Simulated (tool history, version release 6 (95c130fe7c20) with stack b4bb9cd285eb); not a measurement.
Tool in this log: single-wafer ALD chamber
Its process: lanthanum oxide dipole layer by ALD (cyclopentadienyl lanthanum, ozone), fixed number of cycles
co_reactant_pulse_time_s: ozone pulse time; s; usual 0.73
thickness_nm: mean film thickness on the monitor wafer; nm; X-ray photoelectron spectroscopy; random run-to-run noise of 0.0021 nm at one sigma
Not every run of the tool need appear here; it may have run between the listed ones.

run   hour  co_reactant_pulse_time_s  wafers since the last listed run  hours since the last thermocouple change  hours since the last ozone generator service  hours since the showerhead was replaced  hours since the gauge calibration  read-back reference wafer on the same gauge, thickness_nm  thickness_nm
  1      0                      0.53                                 0                                    2121.5                                         950.7                                   3763.6                              162.2                                                      0.374         0.339
  2     17                      0.53                               160                                    2138.5                                         967.7                                   3780.6                              179.2                                                      0.374         0.343
  3   33.5                      0.86                               156                                      2155                                         984.2                                   3797.1                              195.7                                                      0.375         0.416
  4   40.2                      0.86                                63                                    2161.7                                         990.9                                   3803.8                              202.4                                                      0.374         0.422
  5   50.8                      0.73                               100                                    2172.3                                        1001.5                                   3814.4                                213                                                      0.374         0.387
  6   61.1                      0.73                                97                                    2182.6                                        1011.8                                   3824.7                              223.3                                                      0.373          0.39
  7   76.4                      0.73                               144                                    2197.9                                        1027.1                                     3840                              238.6                                                      0.374         0.388
  8   93.4                      0.73                               160                                    2214.9                                        1044.1                                     3857                              255.6                                                      0.375         0.388
  9  104.5                      0.73                               105                                      2226                                        1055.2                                   3868.1                              266.7                                                      0.374         0.386
 10  116.6                      0.73                               114                                    2238.1                                        1067.3                                   3880.2                              278.8                                                      0.374         0.387
 11  129.8                      0.73                               124                                    2251.3                                        1080.5                                   3893.4                                292                                                      0.374         0.385
 12    146                      0.73                               153                                    2267.5                                        1096.7                                   3909.6                              308.2                                                      0.373         0.383
 13  152.5                      0.79                                61                                      2274                                        1103.2                                   3916.1                              314.7                                                      0.374         0.397
 14  165.6                      0.61                               123                                    2287.1                                        1116.3                                   3929.2                              327.8                                                      0.374         0.353
     178.3  -- gauge calibrated
     180.8  -- thermocouple changed; heater temperature recalibrated
 15  182.1                      0.73                                80                                       1.3                                        1132.8                                   3945.7                                3.8                                                      0.374         0.382
 16  189.7                      0.73                                71                                       8.9                                        1140.4                                   3953.3                               11.4                                                      0.373         0.381
 17  197.9                      0.55                                77                                      17.1                                        1148.6                                   3961.5                               19.6                                                      0.375         0.332
 18  210.5                      0.87                               119                                      29.7                                        1161.2                                   3974.1                               32.2                                                      0.374         0.408
 19  222.4                      0.48                               112                                      41.6                                        1173.1                                     3986                               44.1                                                      0.374         0.311
     235.7  -- showerhead replaced
 20  236.2                      0.84                                54                                      55.4                                        1186.9                                      0.5                               57.9                                                      0.374         0.399
     246.2  -- ozone generator serviced
 21    254                      0.73                                92                                      73.2                                           7.8                                     18.3                               75.7                                                      0.374         0.416
 22    265                      0.92                               104                                      84.2                                          18.8                                     29.3                               86.7                                                      0.374          0.45
 23    279                      0.52                               132                                      98.2                                          32.8                                     43.3                              100.7                                                      0.374         0.359
 24  328.8                      0.73                               471                                       148                                          82.6                                     93.1                              150.5                                                      0.374         0.408
 25    339                      0.44                                96                                     158.2                                          92.8                                    103.3                              160.7                                                      0.374          0.33
 26  355.7                       0.9                               158                                     174.9                                         109.5                                      120                              177.4                                                      0.374         0.445
 27  371.4                      0.59                               148                                     190.6                                         125.2                                    135.7                              193.1                                                      0.373         0.376
 28  386.3                      0.97                               141                                     205.5                                         140.1                                    150.6                                208                                                      0.373         0.455
 29  394.7                      0.91                                79                                     213.9                                         148.5                                      159                              216.4                                                      0.374         0.446
 30    408                      0.96                               125                                     227.2                                         161.8                                    172.3                              229.7                                                      0.375         0.455
 31  417.8                      0.73                                92                                       237                                         171.6                                    182.1                              239.5                                                      0.373         0.412
 32  429.7                      0.49                               112                                     248.9                                         183.5                                      194                              251.4                                                      0.374         0.345

Consider 4 possible next runs. They are alternatives, not a sequence: every one starts from the tool as it was left by run 32. What does each give?
  A  430.1                      0.73                                 3                                     249.3                                         183.9                                    194.4                              251.8                                                          ?             ?
  B  430.1                      0.82                                 3                                     249.3                                         183.9                                    194.4                              251.8                                                          ?             ?
  C  430.1                      0.89                                 3                                     249.3                                         183.9                                    194.4                              251.8                                                          ?             ?
  D  430.1                      0.54                                 3                                     249.3                                         183.9                                    194.4                              251.8                                                          ?             ?

run  read-back reference wafer on the same gauge, thickness_nm  thickness_nm
  A                                                      0.374         0.413
  B                                                      0.374         0.431
  C                                                      0.374         0.444
  D                                                      0.374         0.363
Stripped of hidden state, with their random variation kept, the same runs would have yielded:
run  thickness_nm
  A         0.421
  B         0.439
  C         0.452
  D         0.372

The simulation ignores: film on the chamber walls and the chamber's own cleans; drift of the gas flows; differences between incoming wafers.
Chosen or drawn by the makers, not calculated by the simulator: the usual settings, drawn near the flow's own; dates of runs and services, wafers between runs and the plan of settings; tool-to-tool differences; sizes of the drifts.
